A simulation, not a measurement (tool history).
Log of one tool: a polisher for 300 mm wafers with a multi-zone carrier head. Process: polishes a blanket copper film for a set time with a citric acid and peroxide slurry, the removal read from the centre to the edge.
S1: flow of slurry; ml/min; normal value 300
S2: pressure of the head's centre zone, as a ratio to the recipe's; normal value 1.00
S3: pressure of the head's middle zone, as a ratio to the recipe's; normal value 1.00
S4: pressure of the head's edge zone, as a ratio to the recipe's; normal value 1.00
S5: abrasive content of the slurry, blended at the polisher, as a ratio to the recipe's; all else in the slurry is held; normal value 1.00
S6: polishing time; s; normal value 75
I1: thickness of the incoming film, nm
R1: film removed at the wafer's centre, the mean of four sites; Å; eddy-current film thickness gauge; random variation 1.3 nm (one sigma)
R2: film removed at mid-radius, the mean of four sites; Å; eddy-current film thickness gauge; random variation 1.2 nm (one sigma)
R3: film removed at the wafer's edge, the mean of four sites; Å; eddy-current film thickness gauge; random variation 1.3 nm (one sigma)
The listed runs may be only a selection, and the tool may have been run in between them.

run,hour,S1,S2,S3,S4,S5,S6,I1,R1,R2,R3
1,0.0,300,1.00,1.00,1.00,1.00,75,794.0,1432,1289,1371
2,25.4,300,1.00,1.00,1.00,1.00,75,794.8,1407,1296,1387
3,50.7,300,1.00,1.00,1.00,0.75,75,801.5,1269,1175,1231
# hour 77.3: carrier head's membrane replaced by a new one
# hour 81.6: worn pad replaced by a new one
# hour 82.2: edge zone pressure recalibrated
4,82.6,300,1.00,1.00,1.00,0.85,75,783.3,1345,1241,1283
# hour 103.9: slurry nozzle cleaned
# hour 106.5: centre zone pressure recalibrated
5,108.2,300,1.00,1.00,1.00,0.85,75,788.3,1372,1356,1361
6,139.2,300,1.00,1.00,1.00,0.85,75,797.1,1360,1326,1360
7,151.6,300,1.00,1.08,1.00,1.00,75,790.6,1461,1471,1431
8,170.8,300,1.00,1.08,1.00,1.00,75,791.0,1442,1505,1411
9,204.7,300,1.00,1.00,1.00,1.00,75,779.4,1427,1370,1429
# hour 216.0: worn pad replaced by a new one
10,231.6,300,1.11,1.00,0.88,0.75,75,789.3,1419,1251,1216
11,246.0,330,1.00,1.00,1.00,1.00,52,788.5,974,968,984
12,262.0,300,1.00,1.00,1.00,1.00,75,779.5,1402,1382,1401
13,291.3,220,1.00,1.00,1.00,1.10,62,788.5,1143,1099,1153
14,307.0,300,1.00,1.00,1.00,1.00,75,790.9,1395,1353,1376
15,342.9,300,0.96,1.00,0.94,1.00,75,775.3,1328,1351,1355
# hour 349.9: worn pad replaced by a new one
16,355.5,300,1.00,1.00,1.00,1.00,89,782.2,1636,1591,1670
17,387.0,300,1.00,0.88,1.00,1.00,75,796.2,1399,1220,1385
18,405.0,300,1.11,1.00,1.00,0.85,75,791.5,1473,1267,1316
19,419.4,300,1.08,1.00,1.00,1.00,61,804.5,1198,1090,1135
20,454.7,300,1.06,1.08,1.00,1.00,75,802.7,1479,1411,1385

Each row is a separate what-if for the run after 20, all from the same tool condition, not one after another. Results?
A,455.1,300,1.00,1.00,1.00,1.00,75,783.3,?,?,?
B,455.1,300,0.92,0.95,1.05,1.00,75,783.3,?,?,?
C,455.1,300,0.96,0.89,1.00,1.00,75,783.3,?,?,?
D,455.1,300,1.05,0.92,1.05,1.00,96,783.3,?,?,?
E,455.1,360,1.00,1.00,1.00,1.20,75,783.3,?,?,?

run,R1,R2,R3
A,1363,1334,1382
B,1253,1278,1416
C,1307,1210,1384
D,1831,1591,1813
E,1488,1451,1493
Stripped of hidden state, with their random variation kept, the same runs would have yielded:
run,R1,R2,R3
A,1414,1409,1441
B,1299,1350,1476
C,1355,1279,1443
D,1899,1681,1890
E,1526,1518,1546
